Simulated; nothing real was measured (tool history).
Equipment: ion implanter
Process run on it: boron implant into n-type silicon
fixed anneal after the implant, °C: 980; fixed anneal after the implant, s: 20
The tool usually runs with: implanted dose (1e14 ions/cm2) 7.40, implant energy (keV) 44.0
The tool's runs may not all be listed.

run	hour	implanted dose (1e14 ions/cm2)	implant energy (keV)	read-back reference wafer on the same gauge, sheet resistance	sheet resistance of the implanted and annealed layer (ohm/square)
1	0.0	7.40	44.0	170.80	156.97
2	46.0	7.40	44.0	170.88	154.95
3	76.1	7.40	44.0	170.86	156.67
4	129.1	7.40	44.0	171.05	155.38
# hour 170.7: gauge calibrated
5	196.2	7.40	44.0	170.93	155.23
6	233.7	7.40	44.0	170.99	155.74
7	284.8	7.40	44.0	170.90	156.77
8	334.1	7.40	44.0	171.06	156.58
9	358.9	7.40	44.0	171.11	156.97
10	423.3	7.40	44.0	170.87	156.35
11	478.1	7.40	44.0	170.96	156.24
# hour 546.5: Faraday cup replaced and dose calibrated
12	547.0	7.40	32.0	171.07	163.96
13	600.4	7.40	32.0	170.99	163.01
14	628.2	7.40	44.0	170.86	160.55
15	689.7	7.40	44.0	170.95	159.67
16	744.7	8.15	58.5	171.05	149.01
17	799.5	5.54	38.5	171.09	203.16
# hour 878.3: extraction supply calibrated
18	988.2	8.10	55.5	170.97	145.66
19	1015.1	7.40	44.0	170.95	159.04
20	1051.8	8.03	57.5	170.99	148.36
21	1099.4	5.76	52.5	170.96	194.02
22	1127.7	7.40	44.0	170.95	156.46
# hour 1134.0: gauge calibrated
23	1196.1	9.18	36.0	171.19	134.68
24	1264.1	5.45	36.5	171.15	201.98
25	1331.0	7.40	51.0	170.91	156.66
26	1366.0	9.24	31.5	171.00	133.36
27	1394.3	7.40	53.5	170.86	155.72
28	1421.7	5.44	44.0	170.83	199.89

Consider 3 possible next runs. They are alternatives, not a sequence: every one starts from the tool as it was left by run 28. What does each give?
A	1422.1	6.19	44.0	?	?
B	1422.1	5.44	33.5	?	?
C	1422.1	7.40	54.0	?	?

run	read-back reference wafer on the same gauge, sheet resistance	sheet resistance of the implanted and annealed layer (ohm/square)
A	171.04	180.09
B	171.04	201.97
C	171.04	155.85
With the hidden condition removed and each run's random variation left untouched, the same runs would have given:
run	sheet resistance of the implanted and annealed layer (ohm/square)
A	185.40
B	207.95
C	160.42
